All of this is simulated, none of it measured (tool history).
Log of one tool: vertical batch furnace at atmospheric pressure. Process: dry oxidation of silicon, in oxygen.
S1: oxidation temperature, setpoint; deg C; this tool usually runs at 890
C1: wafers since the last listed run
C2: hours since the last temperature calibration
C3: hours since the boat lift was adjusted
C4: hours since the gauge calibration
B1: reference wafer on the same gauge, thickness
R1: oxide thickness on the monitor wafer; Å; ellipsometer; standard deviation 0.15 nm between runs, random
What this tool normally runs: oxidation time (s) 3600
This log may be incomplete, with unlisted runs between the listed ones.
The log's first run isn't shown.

Run 2, hour 37.9: usual settings; C1 480; C2 2020.8; C3 976.6; C4 991.1; B1 29.31. Result: R1 267.2 Å.
Run 3, hour 92.9: usual settings; C1 696; C2 2075.8; C3 1031.6; C4 1046.1; B1 29.26. Result: R1 268.2 Å.
Run 4, hour 151.9: usual settings; C1 747; C2 2134.8; C3 1090.6; C4 1105.1; B1 29.28. Result: R1 267.1 Å.
Run 5, hour 181.0: usual settings; C1 368; C2 2163.9; C3 1119.7; C4 1134.2; B1 29.24. Result: R1 268.6 Å.
Run 6, hour 246.8: usual settings; C1 833; C2 2229.7; C3 1185.5; C4 1200.0; B1 29.28. Result: R1 267.2 Å.
Run 7, hour 308.7: usual settings; C1 784; C2 2291.6; C3 1247.4; C4 1261.9; B1 29.32. Result: R1 264.5 Å.
Run 8, hour 364.5: usual settings; C1 706; C2 2347.4; C3 1303.2; C4 1317.7; B1 29.30. Result: R1 268.2 Å.
Run 9, hour 425.6: usual settings but S1 902 deg C; C1 773; C2 2408.5; C3 1364.3; C4 1378.8; B1 29.25. Result: R1 301.3 Å.
Run 10, hour 480.9: usual settings but S1 902 deg C; C1 700; C2 2463.8; C3 1419.6; C4 1434.1; B1 29.31. Result: R1 300.5 Å.
Run 11, hour 524.9: usual settings but S1 902 deg C; C1 557; C2 2507.8; C3 1463.6; C4 1478.1; B1 29.25. Result: R1 300.2 Å.
Run 12, hour 571.8: usual settings; C1 594; C2 2554.7; C3 1510.5; C4 1525.0; B1 29.30. Result: R1 266.1 Å.
At hour 619.5: thermocouples replaced and temperature profile calibrated.
Run 13, hour 627.8: usual settings; C1 405; C2 8.3; C3 1566.5; C4 1581.0; B1 29.27. Result: R1 269.0 Å.
Run 14, hour 653.9: usual settings; C1 330; C2 34.4; C3 1592.6; C4 1607.1; B1 29.31. Result: R1 268.0 Å.
Run 15, hour 705.4: usual settings but S1 876 deg C, oxidation time (s) 2340; C1 652; C2 85.9; C3 1644.1; C4 1658.6; B1 29.29. Result: R1 169.3 Å.
Run 16, hour 763.5: usual settings but S1 876 deg C, oxidation time (s) 2340; C1 735; C2 144.0; C3 1702.2; C4 1716.7; B1 29.31. Result: R1 170.1 Å.
Run 17, hour 795.0: usual settings but S1 876 deg C, oxidation time (s) 4500; C1 398; C2 175.5; C3 1733.7; C4 1748.2; B1 29.30. Result: R1 270.6 Å.
Run 18, hour 842.8: usual settings; C1 605; C2 223.3; C3 1781.5; C4 1796.0; B1 29.32. Result: R1 266.0 Å.
Run 19, hour 912.8: usual settings; C1 886; C2 293.3; C3 1851.5; C4 1866.0; B1 29.30. Result: R1 266.9 Å.
Run 20, hour 942.2: usual settings but S1 897 deg C; C1 372; C2 322.7; C3 1880.9; C4 1895.4; B1 29.34. Result: R1 288.3 Å.
At hour 948.4: gauge calibrated.
At hour 1005.9: boat lift adjusted.
Run 21, hour 1006.4: usual settings; C1 509; C2 386.9; C3 0.5; C4 58.0; B1 29.32. Result: R1 267.4 Å.
Run 22, hour 1021.1: usual settings but oxidation time (s) 5250; C1 186; C2 401.6; C3 15.2; C4 72.7; B1 29.29. Result: R1 346.9 Å.
Run 23, hour 1056.4: usual settings but S1 910 deg C, oxidation time (s) 2790; C1 447; C2 436.9; C3 50.5; C4 108.0; B1 29.28. Result: R1 275.7 Å.
Run 24, hour 1127.2: usual settings but S1 915 deg C; C1 896; C2 507.7; C3 121.3; C4 178.8; B1 29.28. Result: R1 344.4 Å.
Run 25, hour 1182.7: usual settings but S1 898 deg C, oxidation time (s) 4860; C1 702; C2 563.2; C3 176.8; C4 234.3; B1 29.31. Result: R1 358.1 Å.
Run 26, hour 1226.5: usual settings but oxidation time (s) 2490; C1 554; C2 607.0; C3 220.6; C4 278.1; B1 29.27. Result: R1 207.4 Å.

Predict the results of run 27:
Run 27, hour 1273.4: usual settings but S1 903 deg C, oxidation time (s) 1890; C1 594; C2 653.9; C3 267.5; C4 325.0; B1 ?. Result: R1 ?.

{"run 27": {"B1": 29.31, "R1": 195.6}}
Were there no unlogged condition in the tool, this run, its random variation unchanged, would have produced R1 195.6 Å.
